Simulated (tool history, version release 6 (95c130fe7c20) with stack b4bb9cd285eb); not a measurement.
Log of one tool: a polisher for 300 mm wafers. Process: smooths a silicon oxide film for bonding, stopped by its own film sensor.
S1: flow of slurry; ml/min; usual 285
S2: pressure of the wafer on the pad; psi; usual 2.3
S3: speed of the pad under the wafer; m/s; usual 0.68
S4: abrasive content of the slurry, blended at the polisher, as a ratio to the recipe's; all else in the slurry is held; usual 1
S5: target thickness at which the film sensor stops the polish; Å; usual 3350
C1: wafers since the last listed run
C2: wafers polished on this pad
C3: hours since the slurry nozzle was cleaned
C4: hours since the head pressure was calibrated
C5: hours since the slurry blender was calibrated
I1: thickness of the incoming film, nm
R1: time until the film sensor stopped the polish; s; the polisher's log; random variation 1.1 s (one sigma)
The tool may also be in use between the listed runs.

| run | hour | S1 | S2 | S3 | S4 | S5 | C1 | C2 | C3 | C4 | C5 | I1 | R1 |
|---|---|---|---|---|---|---|---|---|---|---|---|---|---|
| 1 | 0 | 285 | 2.3 | 0.86 | 1 | 3350 | 0 | 124 | 557.5 | 189.9 | 120.2 | 385.5 | 55.9 |
| 2 | 7.6 | 285 | 2.3 | 0.54 | 1 | 3350 | 64 | 188 | 565.1 | 197.5 | 127.8 | 376.4 | 64.1 |
| 3 | 20.7 | 285 | 2.3 | 0.54 | 1 | 3350 | 110 | 299 | 578.2 | 210.6 | 140.9 | 378.2 | 71.5 |
|  | 24 | slurry blender recalibrated |
| 4 | 32.9 | 285 | 2.3 | 0.68 | 1 | 3350 | 86 | 385 | 590.4 | 222.8 | 8.9 | 379.8 | 62.7 |
| 5 | 44.5 | 285 | 2.3 | 0.68 | 1 | 3350 | 97 | 483 | 602 | 234.4 | 20.5 | 382.3 | 65.7 |
| 6 | 61.8 | 285 | 2.3 | 0.68 | 1 | 3350 | 146 | 629 | 619.3 | 251.7 | 37.8 | 374.5 | 54.1 |
| 7 | 69.5 | 285 | 2.3 | 0.68 | 1 | 3350 | 65 | 694 | 627 | 259.4 | 45.5 | 377 | 56.6 |
| 8 | 81.8 | 285 | 2.3 | 0.68 | 1 | 3350 | 103 | 798 | 639.3 | 271.7 | 57.8 | 381.5 | 64.9 |
| 9 | 95.2 | 285 | 2.3 | 0.68 | 1 | 3350 | 113 | 911 | 652.7 | 285.1 | 71.2 | 385.6 | 69.2 |
|  | 135.9 | worn pad replaced by a new one |
| 10 | 141.2 | 285 | 2.3 | 0.68 | 1 | 3350 | 354 | 44 | 698.7 | 331.1 | 117.2 | 379.3 | 61 |
| 11 | 151.3 | 285 | 2.3 | 0.68 | 1 | 3350 | 85 | 129 | 708.8 | 341.2 | 127.3 | 379.6 | 61.4 |
|  | 174.7 | slurry nozzle cleaned |
|  | 179.8 | slurry blender recalibrated |
| 12 | 199.6 | 285 | 2.3 | 0.68 | 1 | 3350 | 382 | 512 | 24.9 | 389.5 | 19.8 | 384.4 | 71.2 |
| 13 | 214.6 | 285 | 2.3 | 0.68 | 1.1 | 3240 | 126 | 639 | 39.9 | 404.5 | 34.8 | 384.9 | 81.6 |
| 14 | 251.8 | 285 | 2.3 | 0.68 | 1 | 3350 | 314 | 953 | 77.1 | 441.7 | 72 | 375.7 | 59.8 |
| 15 | 262.7 | 375 | 2.7 | 0.48 | 1 | 3350 | 92 | 1045 | 88 | 452.6 | 82.9 | 379.3 | 70.9 |
|  | 272.7 | worn pad replaced by a new one |
| 16 | 279 | 330 | 1.6 | 0.46 | 1.25 | 3350 | 103 | 52 | 104.3 | 468.9 | 99.2 | 373.7 | 94.4 |
| 17 | 286.8 | 285 | 2.3 | 0.68 | 1 | 3350 | 65 | 118 | 112.1 | 476.7 | 107 | 380.1 | 67.5 |
| 18 | 293.7 | 285 | 3 | 0.68 | 1 | 3350 | 58 | 177 | 119 | 483.6 | 113.9 | 377.2 | 48.5 |
| 19 | 306.5 | 285 | 2.3 | 0.5 | 1 | 3350 | 108 | 285 | 131.8 | 496.4 | 126.7 | 382.3 | 84.2 |
| 20 | 315.6 | 285 | 2.3 | 0.68 | 1 | 3260 | 76 | 362 | 140.9 | 505.5 | 135.8 | 380.5 | 80.1 |
|  | 324.5 | slurry blender recalibrated |
| 21 | 332.2 | 285 | 2.3 | 0.48 | 0.7 | 3350 | 123 | 485 | 157.5 | 522.1 | 7.7 | 378.2 | 100.3 |
| 22 | 347.8 | 285 | 2.3 | 0.68 | 1 | 3350 | 131 | 617 | 173.1 | 537.7 | 23.3 | 378.7 | 64.4 |
|  | 352.4 | head pressure recalibrated |
| 23 | 378.2 | 205 | 2.3 | 0.68 | 1 | 3420 | 239 | 857 | 203.5 | 25.8 | 53.7 | 379.6 | 49.9 |
| 24 | 393.1 | 225 | 1.9 | 0.68 | 0.75 | 3500 | 125 | 982 | 218.4 | 40.7 | 68.6 | 377.7 | 51.5 |
|  | 401 | worn pad replaced by a new one |
| 25 | 401.9 | 285 | 2.7 | 0.68 | 1 | 3350 | 40 | 7 | 227.2 | 49.5 | 77.4 | 376 | 47.3 |
| 26 | 413.3 | 285 | 2.3 | 0.56 | 1 | 3350 | 96 | 103 | 238.6 | 60.9 | 88.8 | 373.4 | 58.2 |
| 27 | 427 | 285 | 2.7 | 0.68 | 0.75 | 3350 | 115 | 219 | 252.3 | 74.6 | 102.5 | 382.2 | 63.3 |
| 28 | 436.2 | 340 | 2.3 | 0.76 | 1 | 3200 | 77 | 297 | 261.5 | 83.8 | 111.7 | 385.8 | 75.6 |
| 29 | 447.7 | 250 | 2.3 | 0.46 | 1 | 3200 | 97 | 394 | 273 | 95.3 | 123.2 | 375.6 | 99.3 |
|  | 459.7 | slurry blender recalibrated |
| 30 | 462.3 | 285 | 2.3 | 0.68 | 1 | 3350 | 106 | 500 | 287.6 | 109.9 | 2.6 | 378 | 56 |
| 31 | 468.9 | 325 | 2.3 | 0.68 | 1 | 3350 | 55 | 556 | 294.2 | 116.5 | 9.2 | 378.8 | 55.3 |

Forecast each of these 3 alternatives for the next run:
| A | 469.3 | 285 | 2.8 | 0.68 | 1 | 3350 | 3 | 560 | 294.6 | 116.9 | 9.6 | 380.2 | ? |
| B | 469.3 | 285 | 2.8 | 0.58 | 1 | 3350 | 3 | 560 | 294.6 | 116.9 | 9.6 | 380.2 | ? |
| C | 469.3 | 185 | 2.3 | 0.68 | 1 | 3350 | 3 | 560 | 294.6 | 116.9 | 9.6 | 380.2 | ? |

| run | R1 |
|---|---|
| A | 50.1 |
| B | 56.8 |
| C | 63.4 |
Without the tool's hidden state the same runs would have given:
| run | R1 |
|---|---|
| A | 50.8 |
| B | 57.6 |
| C | 64.3 |
